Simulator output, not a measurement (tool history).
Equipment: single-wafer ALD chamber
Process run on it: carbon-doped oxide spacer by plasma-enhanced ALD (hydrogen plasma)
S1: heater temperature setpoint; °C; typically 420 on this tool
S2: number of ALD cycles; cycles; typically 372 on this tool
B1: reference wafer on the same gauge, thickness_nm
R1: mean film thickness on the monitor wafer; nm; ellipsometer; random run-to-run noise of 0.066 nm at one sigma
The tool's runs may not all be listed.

{"run": 1, "hour": 0.0, "S1": 420, "S2": 372, "B1": 15.397, "R1": 17.959}
{"run": 2, "hour": 37.8, "S1": 420, "S2": 372, "B1": 15.407, "R1": 18.02}
{"run": 3, "hour": 91.5, "S1": 420, "S2": 372, "B1": 15.389, "R1": 18.064}
{"run": 4, "hour": 139.2, "S1": 420, "S2": 372, "B1": 15.398, "R1": 18.014}
{"run": 5, "hour": 176.0, "S1": 420, "S2": 372, "B1": 15.401, "R1": 17.959}
{"run": 6, "hour": 210.0, "S1": 420, "S2": 372, "B1": 15.397, "R1": 17.894}
{"run": 7, "hour": 386.2, "S1": 420, "S2": 372, "B1": 15.4, "R1": 17.912}
{"run": 8, "hour": 426.2, "S1": 420, "S2": 372, "B1": 15.398, "R1": 17.99}
{"run": 9, "hour": 483.2, "S1": 431, "S2": 339, "B1": 15.406, "R1": 15.761}
{"run": 10, "hour": 515.9, "S1": 420, "S2": 372, "B1": 15.409, "R1": 17.947}
{"run": 11, "hour": 572.5, "S1": 420, "S2": 372, "B1": 15.402, "R1": 17.898}
{"run": 12, "hour": 603.9, "S1": 420, "S2": 372, "B1": 15.386, "R1": 17.895}
{"run": 13, "hour": 630.5, "S1": 420, "S2": 372, "B1": 15.404, "R1": 17.891}
{"run": 14, "hour": 677.0, "S1": 420, "S2": 372, "B1": 15.386, "R1": 17.709}
{"run": 15, "hour": 747.0, "S1": 420, "S2": 372, "B1": 15.389, "R1": 17.751}
{"run": 16, "hour": 778.5, "S1": 420, "S2": 372, "B1": 15.396, "R1": 17.905}
{"run": 17, "hour": 819.0, "S1": 420, "S2": 409, "B1": 15.402, "R1": 19.682}
{"run": 18, "hour": 856.7, "S1": 405, "S2": 432, "B1": 15.403, "R1": 21.687}
{"run": 19, "hour": 895.0, "S1": 428, "S2": 323, "B1": 15.402, "R1": 14.97}
{"run": 20, "hour": 944.6, "S1": 431, "S2": 401, "B1": 15.402, "R1": 18.325}
{"run": 21, "hour": 980.9, "S1": 420, "S2": 372, "B1": 15.408, "R1": 17.594}
{"run": 22, "hour": 1026.4, "S1": 409, "S2": 411, "B1": 15.396, "R1": 20.186}
{"run": 23, "hour": 1079.7, "S1": 427, "S2": 423, "B1": 15.398, "R1": 19.539}
{"run": 24, "hour": 1159.7, "S1": 420, "S2": 319, "B1": 15.395, "R1": 15.067}
{"run": 25, "hour": 1232.4, "S1": 420, "S2": 402, "B1": 15.398, "R1": 18.979}
{"run": 26, "hour": 1264.5, "S1": 434, "S2": 431, "B1": 15.399, "R1": 19.896}
{"run": 27, "hour": 1305.2, "S1": 428, "S2": 422, "B1": 15.394, "R1": 19.831}
{"run": 28, "hour": 1354.4, "S1": 432, "S2": 435, "B1": 15.395, "R1": 20.274}
{"run": 29, "hour": 1416.3, "S1": 420, "S2": 340, "B1": 15.394, "R1": 16.414}
{"run": 30, "hour": 1455.7, "S1": 420, "S2": 372, "B1": 15.408, "R1": 18.039}
{"run": 31, "hour": 1506.3, "S1": 420, "S2": 372, "B1": 15.397, "R1": 17.965}
{"run": 32, "hour": 1566.9, "S1": 413, "S2": 372, "B1": 15.393, "R1": 18.509}
{"run": 33, "hour": 1596.9, "S1": 420, "S2": 372, "B1": 15.415, "R1": 17.939}

Not shown here: 3 entries made in the log between runs. Locate each between two listed runs and compare the hidden state at the listed run before it with the hidden state at the listed run after it:
Runs 14 to 15: gauge calibrated (hour 678)
  wafer temperature above the value expected at the setpoint (K): 2.59 -> 2.99
  measured value less the no-hidden-state value, R1: -0.139 -> -0.161 nm
Runs 18 to 19: thermocouple changed; heater temperature recalibrated (hour 894.5)
  wafer temperature above the value expected at the setpoint (K): 3.67 -> 7.37
  measured value less the no-hidden-state value, R1: -0.232 -> -0.348 nm
Runs 25 to 26: thermocouple changed; heater temperature recalibrated, repeated, since the last time left the tool worse (hour 1264)
  wafer temperature above the value expected at the setpoint (K): 7.73 -> 0.42
  measured value less the no-hidden-state value, R1: -0.452 -> -0.026 nm

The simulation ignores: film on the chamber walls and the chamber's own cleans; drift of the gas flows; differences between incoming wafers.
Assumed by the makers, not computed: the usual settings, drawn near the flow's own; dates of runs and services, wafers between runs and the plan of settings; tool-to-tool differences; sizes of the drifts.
